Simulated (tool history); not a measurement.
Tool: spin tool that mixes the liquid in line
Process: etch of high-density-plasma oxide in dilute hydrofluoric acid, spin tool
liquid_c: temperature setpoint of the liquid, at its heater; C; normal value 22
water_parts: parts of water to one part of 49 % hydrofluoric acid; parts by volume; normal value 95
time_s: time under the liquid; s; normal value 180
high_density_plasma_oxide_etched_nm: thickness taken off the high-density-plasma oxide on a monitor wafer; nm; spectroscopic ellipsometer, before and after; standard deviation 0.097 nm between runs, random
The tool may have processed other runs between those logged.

run     day  liquid_c  water_parts  time_s  read-back film thickness of the high-density-plasma oxide reference wafer, read on the same gauge (nm)  high_density_plasma_oxide_etched_nm
  1       0      25.5           95     180                                                                                                  149.95                                26.51
  2   0.367        22           95     180                                                                                                  149.95                                23.31
  3   0.962        22           95     180                                                                                                  150.04                                23.44
  4   1.504        22           95     180                                                                                                  150.03                                23.51
  5   1.942        22           95      95                                                                                                  149.98                                12.39
  6    2.35        22           95     180                                                                                                  150.06                                 23.5
  7   2.929        22           95     215                                                                                                  149.98                                28.44
      3.062  -- gauge calibrated
  8   3.371      23.5           95     180                                                                                                  150.02                                25.01
  9   3.633      23.5           95     180                                                                                                  150.02                                25.08
 10   4.362      23.5           95     180                                                                                                  150.01                                25.23
 11   4.738        22           95     245                                                                                                  150.02                                32.45
 12   5.238        22           95     250                                                                                                  149.96                                33.16
 13   6.871        22           95     180                                                                                                  150.01                                24.01
 14   8.883        22           55     280                                                                                                  149.99                                68.84
 15     9.4        20           55     135                                                                                                  150.01                                30.62
      9.567  -- gauge calibrated
      9.892  -- hydrofluoric acid flow meter replaced
 16   9.938        22          130     150                                                                                                  149.99                                12.71
     10.004  -- thermometer replaced
 17  10.433        22           95     180                                                                                                  149.95                                19.65
 18  11.058        22          140     145                                                                                                  149.96                                10.31
 19  11.533      24.5           55     125                                                                                                  149.98                                27.88
 20  12.158      25.5          145     180                                                                                                  150.01                                14.15
 21  12.558        22           95     235                                                                                                  149.98                                26.25
 22  13.042        19           75     180                                                                                                  150.01                                22.97

Each row is a separate what-if for the run after 22, all from the same tool condition, not one after another. Results?
  A  13.062        22           95     180                                                                                                       ?                                    ?
  B  13.062        22          135     140                                                                                                       ?                                    ?
  C  13.062      26.5           75     210                                                                                                       ?                                    ?
  D  13.062        24          130     145                                                                                                       ?                                    ?

run  read-back film thickness of the high-density-plasma oxide reference wafer, read on the same gauge (nm)  high_density_plasma_oxide_etched_nm
  A                                                                                                  149.96                                20.09
  B                                                                                                  149.96                                 10.5
  C                                                                                                  149.96                                36.42
  D                                                                                                  149.96                                12.28
Had the tool no hidden state, the same runs would have come out as:
run  high_density_plasma_oxide_etched_nm
  A                                19.33
  B                                 10.1
  C                                35.06
  D                                11.82
